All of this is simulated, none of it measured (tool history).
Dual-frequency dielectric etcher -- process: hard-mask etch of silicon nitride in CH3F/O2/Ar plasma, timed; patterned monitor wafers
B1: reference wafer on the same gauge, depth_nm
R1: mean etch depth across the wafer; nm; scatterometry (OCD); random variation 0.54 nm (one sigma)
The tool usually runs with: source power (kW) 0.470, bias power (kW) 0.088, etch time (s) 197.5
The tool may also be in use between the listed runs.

Run 1, hour 0.0: usual settings but bias power (kW) 0.104; B1 159.0. Result: R1 178.3 nm.
Run 2, hour 7.8: usual settings; B1 158.8. Result: R1 165.9 nm.
Run 3, hour 24.2: usual settings; B1 159.1. Result: R1 165.7 nm.
Run 4, hour 37.8: usual settings; B1 159.1. Result: R1 166.9 nm.
At hour 46.1: gauge calibrated.
Run 5, hour 54.0: usual settings; B1 159.2. Result: R1 167.0 nm.
Run 6, hour 67.2: usual settings; B1 159.0. Result: R1 166.7 nm.
Run 7, hour 84.8: usual settings; B1 159.0. Result: R1 167.1 nm.
Run 8, hour 93.7: usual settings; B1 158.9. Result: R1 167.2 nm.
Run 9, hour 100.0: usual settings but bias power (kW) 0.078; B1 159.2. Result: R1 159.6 nm.
Run 10, hour 117.1: usual settings but source power (kW) 0.580, bias power (kW) 0.070, etch time (s) 219.0; B1 159.2. Result: R1 180.2 nm.
At hour 152.9: upper electrode replaced.
Run 11, hour 153.4: usual settings but source power (kW) 0.510, bias power (kW) 0.101, etch time (s) 222.5; B1 159.0. Result: R1 203.6 nm.
Run 12, hour 153.8: usual settings but source power (kW) 0.400, bias power (kW) 0.076, etch time (s) 174.0; B1 158.8. Result: R1 133.2 nm.
Run 13, hour 176.4: usual settings but bias power (kW) 0.080; B1 159.0. Result: R1 161.1 nm.
Run 14, hour 182.8: usual settings; B1 159.3. Result: R1 167.2 nm.
At hour 187.2: source power generator calibrated.
Run 15, hour 216.9: usual settings but bias power (kW) 0.105, etch time (s) 149.0; B1 159.0. Result: R1 135.7 nm.
Run 16, hour 231.0: usual settings but etch time (s) 167.5; B1 158.8. Result: R1 143.1 nm.
Run 17, hour 246.1: usual settings; B1 159.0. Result: R1 168.8 nm.
At hour 250.6: bias power generator calibrated.
Run 18, hour 263.8: usual settings but source power (kW) 0.400, bias power (kW) 0.099, etch time (s) 175.5; B1 159.0. Result: R1 149.8 nm.
At hour 298.1: wet clean of the chamber.
Run 19, hour 298.6: usual settings but source power (kW) 0.360, bias power (kW) 0.067, etch time (s) 234.5; B1 158.9. Result: R1 164.4 nm.
Run 20, hour 298.9: usual settings but etch time (s) 179.0; B1 159.1. Result: R1 149.8 nm.
Run 21, hour 299.3: usual settings but source power (kW) 0.360, bias power (kW) 0.078, etch time (s) 156.0; B1 158.9. Result: R1 115.6 nm.
Run 22, hour 301.8: usual settings but source power (kW) 0.430; B1 159.0. Result: R1 161.1 nm.
Run 23, hour 311.5: usual settings but source power (kW) 0.520, bias power (kW) 0.110, etch time (s) 239.5; B1 159.2. Result: R1 226.0 nm.

Run 24 is up next; what results do you expect?
Run 24, hour 323.5: usual settings but source power (kW) 0.550, etch time (s) 167.0; B1 ?. Result: R1 ?.

Run 24 gave B1 158.7, R1 146.2 nm.
Minus the tool's unlogged condition, the same run would have read R1 146.6 nm.
